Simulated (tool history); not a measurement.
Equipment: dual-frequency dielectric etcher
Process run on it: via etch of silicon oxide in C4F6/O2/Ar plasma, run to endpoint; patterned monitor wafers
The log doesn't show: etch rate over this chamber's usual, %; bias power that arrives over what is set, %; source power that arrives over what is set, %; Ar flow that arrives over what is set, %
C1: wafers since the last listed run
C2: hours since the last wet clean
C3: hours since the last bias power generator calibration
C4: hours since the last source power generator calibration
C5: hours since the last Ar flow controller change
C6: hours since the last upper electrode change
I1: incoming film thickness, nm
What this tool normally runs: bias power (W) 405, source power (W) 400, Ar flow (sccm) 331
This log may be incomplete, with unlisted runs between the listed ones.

run 1 hour=0 | bias_power_(W)=405 source_power_(W)=400 Ar_flow_(sccm)=331 | C1=0 C2=490.8 C3=2833.6 C4=3965 C5=2913.7 C6=25.1 | I1=79 | endpoint_time_(s)=19.4
-- hour=20.8 source power generator calibrated
-- hour=58.6 wet clean of the chamber
run 2 hour=59.1 | bias_power_(W)=405 source_power_(W)=400 Ar_flow_(sccm)=331 | C1=521 C2=0.5 C3=2892.7 C4=38.3 C5=2972.8 C6=84.2 | I1=79.4 | endpoint_time_(s)=19.1
run 3 hour=68.1 | bias_power_(W)=405 source_power_(W)=400 Ar_flow_(sccm)=331 | C1=150 C2=9.5 C3=2901.7 C4=47.3 C5=2981.8 C6=93.2 | I1=77.8 | endpoint_time_(s)=18.6
run 4 hour=84.8 | bias_power_(W)=405 source_power_(W)=400 Ar_flow_(sccm)=331 | C1=280 C2=26.2 C3=2918.4 C4=64 C5=2998.5 C6=109.9 | I1=78.9 | endpoint_time_(s)=19
run 5 hour=104 | bias_power_(W)=405 source_power_(W)=400 Ar_flow_(sccm)=331 | C1=322 C2=45.4 C3=2937.6 C4=83.2 C5=3017.7 C6=129.1 | I1=79.4 | endpoint_time_(s)=18.9
run 6 hour=121.6 | bias_power_(W)=405 source_power_(W)=380 Ar_flow_(sccm)=331 | C1=295 C2=63 C3=2955.2 C4=100.8 C5=3035.3 C6=146.7 | I1=78.5 | endpoint_time_(s)=19.1
run 7 hour=145.6 | bias_power_(W)=405 source_power_(W)=310 Ar_flow_(sccm)=331 | C1=402 C2=87 C3=2979.2 C4=124.8 C5=3059.3 C6=170.7 | I1=79 | endpoint_time_(s)=20.5
run 8 hour=161 | bias_power_(W)=373 source_power_(W)=400 Ar_flow_(sccm)=331 | C1=258 C2=102.4 C3=2994.6 C4=140.2 C5=3074.7 C6=186.1 | I1=79 | endpoint_time_(s)=19.5
run 9 hour=193.5 | bias_power_(W)=461 source_power_(W)=370 Ar_flow_(sccm)=331 | C1=545 C2=134.9 C3=3027.1 C4=172.7 C5=3107.2 C6=218.6 | I1=79.4 | endpoint_time_(s)=18.6
run 10 hour=224.1 | bias_power_(W)=405 source_power_(W)=400 Ar_flow_(sccm)=331 | C1=513 C2=165.5 C3=3057.7 C4=203.3 C5=3137.8 C6=249.2 | I1=78.6 | endpoint_time_(s)=18.9
run 11 hour=244.5 | bias_power_(W)=340 source_power_(W)=400 Ar_flow_(sccm)=263 | C1=342 C2=185.9 C3=3078.1 C4=223.7 C5=3158.2 C6=269.6 | I1=79.3 | endpoint_time_(s)=19.9
run 12 hour=275.8 | bias_power_(W)=405 source_power_(W)=460 Ar_flow_(sccm)=307 | C1=525 C2=217.2 C3=3109.4 C4=255 C5=3189.5 C6=300.9 | I1=79.1 | endpoint_time_(s)=18.2
run 13 hour=304.1 | bias_power_(W)=405 source_power_(W)=400 Ar_flow_(sccm)=331 | C1=474 C2=245.5 C3=3137.7 C4=283.3 C5=3217.8 C6=329.2 | I1=79.1 | endpoint_time_(s)=19.1
run 14 hour=316.5 | bias_power_(W)=481 source_power_(W)=470 Ar_flow_(sccm)=331 | C1=208 C2=257.9 C3=3150.1 C4=295.7 C5=3230.2 C6=341.6 | I1=78.7 | endpoint_time_(s)=17.1
-- hour=338.2 Ar flow controller replaced
run 15 hour=352.2 | bias_power_(W)=405 source_power_(W)=400 Ar_flow_(sccm)=331 | C1=498 C2=293.6 C3=3185.8 C4=331.4 C5=14 C6=377.3 | I1=78.3 | endpoint_time_(s)=19.1
-- hour=378 bias power generator calibrated
run 16 hour=388 | bias_power_(W)=340 source_power_(W)=480 Ar_flow_(sccm)=411 | C1=533 C2=329.4 C3=10 C4=367.2 C5=49.8 C6=413.1 | I1=78.8 | endpoint_time_(s)=19.3
run 17 hour=407.5 | bias_power_(W)=405 source_power_(W)=400 Ar_flow_(sccm)=331 | C1=327 C2=348.9 C3=29.5 C4=386.7 C5=69.3 C6=432.6 | I1=79.1 | endpoint_time_(s)=19.1
run 18 hour=437.6 | bias_power_(W)=346 source_power_(W)=400 Ar_flow_(sccm)=368 | C1=505 C2=379 C3=59.6 C4=416.8 C5=99.4 C6=462.7 | I1=78.6 | endpoint_time_(s)=20.1
run 19 hour=459.6 | bias_power_(W)=405 source_power_(W)=400 Ar_flow_(sccm)=331 | C1=369 C2=401 C3=81.6 C4=438.8 C5=121.4 C6=484.7 | I1=78.5 | endpoint_time_(s)=19.2
run 20 hour=479.7 | bias_power_(W)=338 source_power_(W)=430 Ar_flow_(sccm)=401 | C1=337 C2=421.1 C3=101.7 C4=458.9 C5=141.5 C6=504.8 | I1=79.5 | endpoint_time_(s)=20.1
run 21 hour=508.3 | bias_power_(W)=367 source_power_(W)=400 Ar_flow_(sccm)=331 | C1=479 C2=449.7 C3=130.3 C4=487.5 C5=170.1 C6=533.4 | I1=79.4 | endpoint_time_(s)=20.2
run 22 hour=536.6 | bias_power_(W)=405 source_power_(W)=400 Ar_flow_(sccm)=357 | C1=474 C2=478 C3=158.6 C4=515.8 C5=198.4 C6=561.7 | I1=80.5 | endpoint_time_(s)=19.5
run 23 hour=569.9 | bias_power_(W)=405 source_power_(W)=470 Ar_flow_(sccm)=331 | C1=558 C2=511.3 C3=191.9 C4=549.1 C5=231.7 C6=595 | I1=78.8 | endpoint_time_(s)=18.3
run 24 hour=597.5 | bias_power_(W)=328 source_power_(W)=400 Ar_flow_(sccm)=390 | C1=463 C2=538.9 C3=219.5 C4=576.7 C5=259.3 C6=622.6 | I1=79.7 | endpoint_time_(s)=20.9
-- hour=634.7 wet clean of the chamber
run 25 hour=635.2 | bias_power_(W)=338 source_power_(W)=310 Ar_flow_(sccm)=274 | C1=229 C2=0.5 C3=257.2 C4=614.4 C5=297 C6=660.3 | I1=79.1 | endpoint_time_(s)=22
run 26 hour=637.4 | bias_power_(W)=489 source_power_(W)=310 Ar_flow_(sccm)=380 | C1=36 C2=2.7 C3=259.4 C4=616.6 C5=299.2 C6=662.5 | I1=78.7 | endpoint_time_(s)=19.4
run 27 hour=656.2 | bias_power_(W)=463 source_power_(W)=340 Ar_flow_(sccm)=301 | C1=315 C2=21.5 C3=278.2 C4=635.4 C5=318 C6=681.3 | I1=78.3 | endpoint_time_(s)=19.1
run 28 hour=671.4 | bias_power_(W)=318 source_power_(W)=480 Ar_flow_(sccm)=413 | C1=255 C2=36.7 C3=293.4 C4=650.6 C5=333.2 C6=696.5 | I1=78.6 | endpoint_time_(s)=19.5

What would each run have given without the hidden state, its run-to-run variation left as it was?
run=1 endpoint_time_(s)=19
run=2 endpoint_time_(s)=19.2
run=3 endpoint_time_(s)=18.8
run=4 endpoint_time_(s)=19.1
run=5 endpoint_time_(s)=19
run=6 endpoint_time_(s)=19.2
run=7 endpoint_time_(s)=20.6
run=8 endpoint_time_(s)=19.5
run=9 endpoint_time_(s)=18.6
run=10 endpoint_time_(s)=18.9
run=11 endpoint_time_(s)=19.9
run=12 endpoint_time_(s)=18.1
run=13 endpoint_time_(s)=19
run=14 endpoint_time_(s)=17
run=15 endpoint_time_(s)=19
run=16 endpoint_time_(s)=19.2
run=17 endpoint_time_(s)=18.9
run=18 endpoint_time_(s)=19.9
run=19 endpoint_time_(s)=19
run=20 endpoint_time_(s)=19.9
run=21 endpoint_time_(s)=19.9
run=22 endpoint_time_(s)=19.2
run=23 endpoint_time_(s)=18
run=24 endpoint_time_(s)=20.5
run=25 endpoint_time_(s)=21.9
run=26 endpoint_time_(s)=19.3
run=27 endpoint_time_(s)=19
run=28 endpoint_time_(s)=19.4
